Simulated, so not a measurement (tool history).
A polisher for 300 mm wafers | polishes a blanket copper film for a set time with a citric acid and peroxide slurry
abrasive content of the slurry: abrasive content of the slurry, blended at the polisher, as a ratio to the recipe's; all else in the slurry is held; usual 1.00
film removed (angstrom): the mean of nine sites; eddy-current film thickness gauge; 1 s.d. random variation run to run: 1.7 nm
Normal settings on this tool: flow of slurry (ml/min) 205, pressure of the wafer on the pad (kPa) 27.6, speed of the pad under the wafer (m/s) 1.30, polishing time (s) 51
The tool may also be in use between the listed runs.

run,hour,flow of slurry (ml/min),pressure of the wafer on the pad (kPa),speed of the pad under the wafer (m/s),abrasive content of the slurry,polishing time (s),"incoming thickness of the incoming film, nm",film removed (angstrom)
1,0.0,205,27.6,1.30,1.00,51,907.7,2100
2,38.6,205,27.6,1.30,1.00,51,920.8,2150
3,52.9,205,27.6,1.30,1.00,51,901.5,2094
4,87.7,205,32.4,1.30,1.10,51,929.0,2468
5,115.0,205,32.4,1.30,1.10,51,920.4,2515
6,129.9,205,27.6,1.30,1.10,51,918.4,2197
7,194.4,205,27.6,1.30,1.10,51,911.8,2194
8,207.6,205,27.6,1.30,1.10,51,920.7,2163
9,224.6,205,27.6,1.30,1.00,51,912.9,2108
10,247.5,245,27.6,1.30,1.00,51,924.7,2122
11,283.3,205,27.6,1.30,1.00,51,921.8,2123
12,306.2,205,27.6,1.30,1.00,51,903.7,2113
13,321.6,205,33.1,1.30,1.00,45,921.2,2178
14,387.8,205,33.1,1.30,1.00,45,908.5,2190
15,402.0,205,27.6,1.30,1.20,51,929.7,2225
16,435.3,205,27.6,1.54,0.80,51,923.9,2249
17,455.4,205,22.8,1.30,1.20,51,911.9,1914
18,471.0,270,27.6,1.30,1.00,51,907.6,2167
19,493.8,205,27.6,1.30,0.75,51,903.0,1965
20,517.4,205,27.6,1.68,1.00,68,907.7,3392
21,552.1,205,27.6,1.30,0.85,51,918.0,2034
22,583.2,205,27.6,1.00,1.00,51,919.6,1797
23,610.7,205,27.6,1.30,1.00,51,913.2,2110
24,628.2,205,27.6,1.56,0.85,39,937.7,1784
25,651.9,205,22.8,1.30,1.20,51,915.3,1905
26,687.5,205,27.6,1.30,1.00,51,920.2,2099
27,705.2,205,27.6,1.30,1.00,51,912.6,2133
28,720.5,205,27.6,1.62,1.00,51,914.7,2508
29,752.2,205,27.6,1.30,1.00,51,935.2,2119

Not shown: 8 entries that the log had between the listed runs. Between which runs, and how does the tool's hidden state differ before and after?
Logged between run 6 and run 7: worn pad replaced by a new one (hour 148.4)
  no difference in the tool's unlogged condition between these two runs
Logged between run 9 and run 10: slurry blender recalibrated (hour 235.1)
  no difference in the tool's unlogged condition between these two runs
Logged between run 10 and run 11: head pressure recalibrated (hour 267.6); worn pad replaced by a new one (hour 282.8)
  no difference in the tool's unlogged condition between these two runs
Logged between run 13 and run 14: slurry nozzle cleaned (hour 387.1)
  no difference in the tool's unlogged condition between these two runs
Logged between run 16 and run 17: worn pad replaced by a new one (hour 449.5)
  no difference in the tool's unlogged condition between these two runs
Logged between run 20 and run 21: slurry blender recalibrated (hour 541.6)
  no difference in the tool's unlogged condition between these two runs
Logged between run 22 and run 23: worn pad replaced by a new one (hour 601.4)
  no difference in the tool's unlogged condition between these two runs

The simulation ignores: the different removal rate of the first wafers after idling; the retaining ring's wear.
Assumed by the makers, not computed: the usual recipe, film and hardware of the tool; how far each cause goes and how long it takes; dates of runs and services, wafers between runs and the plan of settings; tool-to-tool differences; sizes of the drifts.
